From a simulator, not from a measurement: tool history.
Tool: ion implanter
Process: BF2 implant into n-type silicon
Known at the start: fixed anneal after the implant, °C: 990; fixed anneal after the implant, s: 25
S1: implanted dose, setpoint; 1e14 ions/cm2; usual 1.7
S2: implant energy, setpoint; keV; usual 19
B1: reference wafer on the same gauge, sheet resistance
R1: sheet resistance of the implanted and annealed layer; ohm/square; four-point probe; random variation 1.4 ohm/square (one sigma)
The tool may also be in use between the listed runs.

run	hour	S1	S2	B1	R1
1	0	1.7	15.5	735.17	687.47
2	6.9	1.7	15.5	734.96	686.08
3	17.4	1.83	19	735.19	628.78
4	23.9	1.83	19	735	628.83
5	38.1	1.83	19	735.11	629.11
6	48.5	1.7	19	735.07	668.37
7	66.5	1.7	19	735.02	669.43
8	81.9	1.7	19	735.02	671.1
9	93	2.05	19	735.06	568.06
10	99.1	2.05	19	735.1	569.65
11	112.1	1.7	19	735.18	670.52
12	124.1	1.7	19	735.03	668.54
13	133.6	1.7	19	735.24	668.19
14	176.5	1.7	19	734.54	666.3
15	185.8	1.7	19	735.06	665.79
16	196	1.7	19	735	667.99
17	210.4	2.03	23	735.01	562.11
# hour 221.8: Faraday cup replaced and dose calibrated
18	224.4	1.25	21.5	734.94	891.9
19	232.4	1.22	22.5	734.96	903.67
# hour 253.4: extraction supply calibrated
20	253.9	1.5	19	735.04	772.76
21	254.3	1.7	19	734.76	692.86
22	262.9	1.22	15	735	953.74
23	277	1.33	14.5	734.81	887.27
24	284.9	1.19	14	735.28	985.85
25	299.1	2.15	19	735.15	565.14
26	306.8	1.35	17	734.33	859.84
# hour 312: gauge calibrated
27	321.1	1.28	17	735.7	901.01
28	329.3	1.7	13	734.79	724.47
29	338.8	1.7	19	734.64	691.89
30	348.3	2.02	16.5	735.18	605.1
31	361.8	1.36	12.5	735.03	886.79
32	373.1	1.52	15	734.85	785.33
33	379.5	1.27	19	735.2	893.87
34	389.7	1.7	19	734.69	692.8
35	399.2	1.7	16	735.14	709.01
36	415.2	1.7	19	734.53	692.18
37	430.7	1.7	17	734.8	699.84
38	445.7	1.7	19	735.27	691.37

3 ways to go on from here, each from the tool as it stands after run 38. What would each give?
A	446.1	1.7	19	?	?
B	446.1	2.14	13	?	?
C	446.1	1.38	19	?	?

run	B1	R1
A	734.69	695.07
B	734.69	597.4
C	734.69	834.71
Without the tool's hidden state the same runs would have given:
run	R1
A	696.24
B	598.36
C	836.11

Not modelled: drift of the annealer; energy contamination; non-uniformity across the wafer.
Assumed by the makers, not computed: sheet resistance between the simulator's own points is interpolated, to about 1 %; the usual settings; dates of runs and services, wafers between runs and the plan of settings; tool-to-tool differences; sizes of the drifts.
